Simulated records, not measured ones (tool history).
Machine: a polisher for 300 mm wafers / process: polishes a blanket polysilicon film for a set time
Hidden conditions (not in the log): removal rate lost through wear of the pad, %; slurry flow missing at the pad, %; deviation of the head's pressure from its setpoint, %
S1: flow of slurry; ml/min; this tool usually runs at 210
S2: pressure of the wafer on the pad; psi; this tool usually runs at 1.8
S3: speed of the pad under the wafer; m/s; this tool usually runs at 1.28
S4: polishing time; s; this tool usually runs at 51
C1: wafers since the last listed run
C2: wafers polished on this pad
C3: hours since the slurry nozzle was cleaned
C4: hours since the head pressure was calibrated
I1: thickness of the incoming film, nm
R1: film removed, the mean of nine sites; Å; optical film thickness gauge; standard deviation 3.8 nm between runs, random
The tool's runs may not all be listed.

run	hour	S1	S2	S3	S4	C1	C2	C3	C4	I1	R1
1	0.0	210	1.8	1.28	51	0	2657	194.3	368.8	1210.4	4134
2	70.8	210	1.8	1.28	51	840	3497	265.1	439.6	1221.3	4178
3	170.5	210	1.8	1.28	51	1183	4681	364.8	539.3	1206.9	4224
4	246.4	210	1.8	1.40	51	901	5582	440.7	615.2	1223.7	4509
# hour 308.8: worn pad replaced by a new one, of another model than before
5	320.0	235	1.8	1.28	51	826	132	514.3	688.8	1230.8	4299
6	393.0	210	1.8	1.28	51	866	999	587.3	761.8	1215.8	4216
# hour 461.5: slurry nozzle cleaned
7	486.9	210	1.8	1.28	51	1103	2102	25.4	855.7	1229.2	4230
8	578.0	210	1.8	1.08	51	1081	3184	116.5	946.8	1238.4	3601
9	685.5	210	1.8	1.08	51	1276	4460	224.0	1054.3	1224.8	3597
10	814.7	210	1.8	1.28	51	1534	5994	353.2	1183.5	1227.5	4370
11	871.1	210	1.8	1.28	51	669	6664	409.6	1239.9	1240.1	4280
12	908.6	210	1.8	1.28	51	445	7109	447.1	1277.4	1251.5	4391
# hour 927.6: worn pad replaced by a new one
# hour 977.9: head pressure recalibrated
13	1006.0	210	1.8	1.28	51	1085	907	544.5	28.1	1221.1	4184
# hour 1029.9: slurry nozzle cleaned
14	1077.0	210	1.8	1.28	51	831	1738	47.1	99.1	1240.1	4175
15	1118.0	210	1.8	1.42	51	486	2225	88.1	140.1	1216.5	4653
16	1162.4	210	1.8	1.28	51	527	2752	132.5	184.5	1240.3	4259
17	1267.2	210	1.8	1.28	60	1244	3997	237.3	289.3	1229.2	4975
18	1315.7	210	1.8	1.28	36	575	4572	285.8	337.8	1227.4	2973
19	1377.2	210	1.8	1.44	40	730	5303	347.3	399.3	1232.5	3703
# hour 1433.6: worn pad replaced by a new one
20	1441.8	210	2.0	1.28	51	719	97	411.9	463.9	1232.6	4514
21	1494.3	210	1.8	1.28	51	623	720	464.4	516.4	1236.6	4187
22	1581.1	210	1.5	1.28	51	1030	1751	551.2	603.2	1235.7	3841
# hour 1657.0: slurry nozzle cleaned
23	1668.7	210	1.6	1.28	42	1028	2779	11.7	690.8	1239.9	3289
24	1743.5	210	1.8	1.28	51	888	3667	86.5	765.6	1232.2	4338
25	1792.1	210	1.8	0.92	34	577	4244	135.1	814.2	1217.9	2044
26	1854.0	160	2.3	1.28	46	734	4979	197.0	876.1	1233.5	4226
27	1913.2	275	1.8	1.28	51	702	5682	256.2	935.3	1223.4	4579
# hour 1987.8: worn pad replaced by a new one
28	2012.7	210	1.8	1.28	51	1133	295	355.7	1034.8	1216.3	4372
29	2110.3	210	1.8	1.28	51	1158	1454	453.3	1132.4	1219.5	4385
# hour 2145.3: head pressure recalibrated
30	2208.1	210	1.8	0.98	51	1137	2591	551.1	62.8	1233.6	3178
# hour 2239.9: slurry nozzle cleaned
31	2244.1	210	1.8	1.28	51	415	3007	4.2	98.8	1240.5	4120
32	2319.3	210	1.8	1.28	51	892	3900	79.4	174.0	1216.0	4140
33	2381.2	180	1.8	1.28	51	734	4635	141.3	235.9	1247.4	3970
34	2471.4	210	1.8	1.28	51	1070	5706	231.5	326.1	1229.6	4179
# hour 2496.7: worn pad replaced by a new one
35	2510.0	210	1.8	1.28	51	410	158	270.1	364.7	1218.2	4225
36	2562.1	260	1.8	1.08	51	618	777	322.2	416.8	1235.2	3625

Below, some changes in R1 between adjacent runs. For each, the amount present without the hidden state too (settings, incoming material, random variation) and the amount remaining for the hidden state with gauge scatter not shared by both compared results:
Run 12 -> 13: worn pad replaced by a new one, head pressure recalibrated. R1 -207 Å: hidden state -170, all else -37.
Run 17 -> 18: S4 60 -> 36. R1 -2002 Å: hidden state -55, all else -1947.
Run 24 -> 25: S3 1.28 -> 0.92, S4 51 -> 34. R1 -2294 Å: hidden state -122, all else -2172.
Run 25 -> 26: S1 210 -> 160, S2 1.8 -> 2.3, S3 0.92 -> 1.28, S4 34 -> 46. R1 +2182 Å: hidden state +139, all else +2043.
Run 29 -> 30: S3 1.28 -> 0.98, head pressure recalibrated. R1 -1207 Å: hidden state -282, all else -925.
